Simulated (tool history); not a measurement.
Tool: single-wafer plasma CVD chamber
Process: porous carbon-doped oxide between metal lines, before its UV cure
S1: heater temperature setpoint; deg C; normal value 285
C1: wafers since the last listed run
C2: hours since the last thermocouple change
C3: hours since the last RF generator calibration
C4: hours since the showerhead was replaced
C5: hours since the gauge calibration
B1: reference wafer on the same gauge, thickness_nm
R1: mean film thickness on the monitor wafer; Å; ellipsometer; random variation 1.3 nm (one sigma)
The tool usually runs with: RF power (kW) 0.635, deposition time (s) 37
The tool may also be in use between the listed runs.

Run 1, hour 0: usual settings but deposition time (s) 41.5; C1 0; C2 390.3; C3 1040.1; C4 5070; C5 723.1; B1 288.36. Result: R1 2971.21 Å.
Run 2, hour 31: usual settings; C1 704; C2 421.3; C3 1071.1; C4 5101; C5 754.1; B1 288.26. Result: R1 2673.49 Å.
Run 3, hour 73.8: usual settings; C1 972; C2 464.1; C3 1113.9; C4 5143.8; C5 796.9; B1 288.178. Result: R1 2688.74 Å.
Run 4, hour 116.5: usual settings; C1 969; C2 506.8; C3 1156.6; C4 5186.5; C5 839.6; B1 288.254. Result: R1 2674.82 Å.
Run 5, hour 177.9: usual settings; C1 1394; C2 568.2; C3 1218; C4 5247.9; C5 901; B1 288.114. Result: R1 2686.92 Å.
Run 6, hour 216.6: usual settings; C1 879; C2 606.9; C3 1256.7; C4 5286.6; C5 939.7; B1 288.055. Result: R1 2701.98 Å.
Run 7, hour 277.7: usual settings; C1 1387; C2 668; C3 1317.8; C4 5347.7; C5 1000.8; B1 288.276. Result: R1 2702.93 Å.
At hour 311.5: gauge calibrated.
Run 8, hour 339.7: usual settings; C1 1408; C2 730; C3 1379.8; C4 5409.7; C5 28.2; B1 287.964. Result: R1 2693.7 Å.
Run 9, hour 371.1: usual settings; C1 713; C2 761.4; C3 1411.2; C4 5441.1; C5 59.6; B1 288.095. Result: R1 2677.63 Å.
Run 10, hour 399.1: usual settings; C1 636; C2 789.4; C3 1439.2; C4 5469.1; C5 87.6; B1 288.16. Result: R1 2687.4 Å.
Run 11, hour 426.7: usual settings; C1 626; C2 817; C3 1466.8; C4 5496.7; C5 115.2; B1 287.866. Result: R1 2691.13 Å.
Run 12, hour 492.2: usual settings; C1 1487; C2 882.5; C3 1532.3; C4 5562.2; C5 180.7; B1 287.877. Result: R1 2715.19 Å.
Run 13, hour 523.9: usual settings; C1 720; C2 914.2; C3 1564; C4 5593.9; C5 212.4; B1 288.155. Result: R1 2699.59 Å.
At hour 581.4: showerhead replaced.
Run 14, hour 712.3: usual settings but RF power (kW) 0.575; C1 4097; C2 1102.6; C3 1752.4; C4 130.9; C5 400.8; B1 287.821. Result: R1 2565.86 Å.
Run 15, hour 781.9: usual settings; C1 1580; C2 1172.2; C3 1822; C4 200.5; C5 470.4; B1 287.981. Result: R1 2723.61 Å.
Run 16, hour 820.9: usual settings but S1 293 deg C, deposition time (s) 43.9; C1 885; C2 1211.2; C3 1861; C4 239.5; C5 509.4; B1 287.926. Result: R1 3060.66 Å.
Run 17, hour 889.6: usual settings but RF power (kW) 0.725, deposition time (s) 40.1; C1 1560; C2 1279.9; C3 1929.7; C4 308.2; C5 578.1; B1 287.765. Result: R1 3185.08 Å.
Run 18, hour 941.5: usual settings but RF power (kW) 0.725; C1 1178; C2 1331.8; C3 1981.6; C4 360.1; C5 630; B1 288.082. Result: R1 2952.37 Å.
Run 19, hour 1007.6: usual settings but RF power (kW) 0.68, deposition time (s) 31.9; C1 1501; C2 1397.9; C3 2047.7; C4 426.2; C5 696.1; B1 288.058. Result: R1 2464.37 Å.
Run 20, hour 1031.9: usual settings; C1 551; C2 1422.2; C3 2072; C4 450.5; C5 720.4; B1 287.931. Result: R1 2778.64 Å.
Run 21, hour 1072.5: usual settings; C1 922; C2 1462.8; C3 2112.6; C4 491.1; C5 761; B1 288.163. Result: R1 2775.58 Å.
Run 22, hour 1118.1: usual settings but S1 279 deg C, RF power (kW) 0.74, deposition time (s) 41.2; C1 1035; C2 1508.4; C3 2158.2; C4 536.7; C5 806.6; B1 288.063. Result: R1 3525.08 Å.
At hour 1174.9: thermocouple changed; heater temperature recalibrated.
Run 23, hour 1183.9: usual settings but RF power (kW) 0.755; C1 1312; C2 9; C3 2224; C4 602.5; C5 872.4; B1 288.155. Result: R1 2964.65 Å.
Run 24, hour 1252.1: usual settings but S1 270 deg C, deposition time (s) 43.3; C1 1549; C2 77.2; C3 2292.2; C4 670.7; C5 940.6; B1 287.787. Result: R1 3463.86 Å.
Run 25, hour 1299.1: usual settings but RF power (kW) 0.71; C1 1067; C2 124.2; C3 2339.2; C4 717.7; C5 987.6; B1 288.082. Result: R1 2851.72 Å.
At hour 1337.5: RF generator calibrated.
Run 26, hour 1369.1: usual settings but RF power (kW) 0.54, deposition time (s) 34.8; C1 1408; C2 194.2; C3 31.6; C4 787.7; C5 1057.6; B1 287.702. Result: R1 2276.92 Å.
Run 27, hour 1420.3: usual settings; C1 1163; C2 245.4; C3 82.8; C4 838.9; C5 1108.8; B1 287.881. Result: R1 2645.32 Å.
Run 28, hour 1457.5: usual settings but S1 277 deg C, RF power (kW) 0.51; C1 845; C2 282.6; C3 120; C4 876.1; C5 1146; B1 288.15. Result: R1 2484.59 Å.
Run 29, hour 1525.5: usual settings but S1 273 deg C, RF power (kW) 0.57, deposition time (s) 43.9; C1 1544; C2 350.6; C3 188; C4 944.1; C5 1214; B1 287.863. Result: R1 3232.8 Å.
Run 30, hour 1553.1: usual settings; C1 626; C2 378.2; C3 215.6; C4 971.7; C5 1241.6; B1 287.848. Result: R1 2680.45 Å.
At hour 1569.7: gauge calibrated.
Run 31, hour 1598.5: usual settings but S1 273 deg C, RF power (kW) 0.54, deposition time (s) 42; C1 1031; C2 423.6; C3 261; C4 1017.1; C5 28.8; B1 287.855. Result: R1 3005.42 Å.
Run 32, hour 1738.5: usual settings but RF power (kW) 0.685; C1 3180; C2 563.6; C3 401; C4 1157.1; C5 168.8; B1 288.01. Result: R1 2792.33 Å.
Run 33, hour 1766.1: usual settings but S1 274 deg C; C1 626; C2 591.2; C3 428.6; C4 1184.7; C5 196.4; B1 287.808. Result: R1 2878.3 Å.

Run-by-run hidden state of the tool:
delivered RF power above the setpoint (%): 0 across all the runs
gauge reads high (%): 0 across all the runs
H1: wafer temperature above the value expected at the setpoint (K)
run      H1
  1   -1.45
  2    -1.5
  3   -1.58
  4   -1.67
  5   -1.81
  6   -1.91
  7   -2.08
  8   -2.26
  9   -2.36
 10   -2.46
 11   -2.55
 12   -2.79
 13   -2.91
 14   -3.73
 15   -4.07
 16   -4.27
 17   -4.63
 18   -4.92
 19   -5.31
 20   -5.46
 21   -5.71
 22      -6
 23  -0.701
 24  -0.713
 25  -0.734
 26  -0.781
 27   -0.83
 28  -0.872
 29  -0.964
 30   -1.01
 31   -1.09
 32   -1.38
 33   -1.45
